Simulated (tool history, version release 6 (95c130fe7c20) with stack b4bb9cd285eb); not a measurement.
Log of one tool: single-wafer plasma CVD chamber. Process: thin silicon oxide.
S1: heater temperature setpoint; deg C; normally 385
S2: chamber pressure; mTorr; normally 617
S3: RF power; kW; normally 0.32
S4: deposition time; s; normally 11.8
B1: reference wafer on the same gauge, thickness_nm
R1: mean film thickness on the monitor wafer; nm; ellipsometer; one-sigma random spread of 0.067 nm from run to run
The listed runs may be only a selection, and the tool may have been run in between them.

Run 1, hour 0: usual settings but S2 509 mTorr; B1 21.487. Result: R1 17.09 nm.
Run 2, hour 31.9: usual settings; B1 21.503. Result: R1 20.777 nm.
Run 3, hour 65.3: usual settings; B1 21.514. Result: R1 20.751 nm.
Run 4, hour 82.1: usual settings; B1 21.517. Result: R1 20.725 nm.
Run 5, hour 107.9: usual settings; B1 21.51. Result: R1 20.856 nm.
Run 6, hour 141.5: usual settings but S4 13 s; B1 21.501. Result: R1 23.077 nm.
At hour 171.3: RF generator calibrated.
Run 7, hour 172.3: usual settings but S4 13 s; B1 21.498. Result: R1 23.025 nm.
Run 8, hour 196.3: usual settings but S1 395 deg C; B1 21.508. Result: R1 20.886 nm.
At hour 215.2: gauge calibrated.
Run 9, hour 227.8: usual settings; B1 21.494. Result: R1 20.925 nm.
Run 10, hour 243.3: usual settings; B1 21.503. Result: R1 21.05 nm.
At hour 263.9: showerhead replaced.
At hour 270.1: capacitance manometer re-zeroed and calibrated.
Run 11, hour 276: usual settings but S1 393 deg C, S3 0.275 kW; B1 21.493. Result: R1 17.768 nm.
Run 12, hour 295.4: usual settings but S3 0.355 kW; B1 21.505. Result: R1 19.939 nm.
Run 13, hour 317.2: usual settings but S2 572 mTorr, S3 0.265 kW; B1 21.508. Result: R1 16.282 nm.
Run 14, hour 331.2: usual settings; B1 21.498. Result: R1 19.074 nm.
Run 15, hour 350.9: usual settings but S3 0.3 kW; B1 21.487. Result: R1 18.605 nm.
At hour 390.7: thermocouple changed; heater temperature recalibrated.
Run 16, hour 391.2: usual settings but S4 10.2 s; B1 21.501. Result: R1 16.563 nm.
Run 17, hour 418.1: usual settings but S3 0.28 kW; B1 21.529. Result: R1 18.056 nm.
Run 18, hour 438.9: usual settings; B1 21.494. Result: R1 19.203 nm.
Run 19, hour 468.6: usual settings but S1 393 deg C, S3 0.275 kW; B1 21.504. Result: R1 17.7 nm.
Run 20, hour 491.9: usual settings but S1 395 deg C, S3 0.37 kW, S4 13.8 s; B1 21.502. Result: R1 23.567 nm.

Branching from run 20: 3 alternative next runs. What would each branch give?
Run A, hour 492.3: usual settings; B1 ?. Result: R1 ?.
Run B, hour 492.3: usual settings but S1 394 deg C; B1 ?. Result: R1 ?.
Run C, hour 492.3: usual settings but S2 703 mTorr, S3 0.28 kW, S4 9.8 s; B1 ?. Result: R1 ?.

run      B1      R1
  A  21.494  19.146
  B  21.494  19.046
  C  21.494  17.047
Without the tool's hidden state the same runs would have given:
run      R1
  A   19.01
  B  18.911
  C  16.932

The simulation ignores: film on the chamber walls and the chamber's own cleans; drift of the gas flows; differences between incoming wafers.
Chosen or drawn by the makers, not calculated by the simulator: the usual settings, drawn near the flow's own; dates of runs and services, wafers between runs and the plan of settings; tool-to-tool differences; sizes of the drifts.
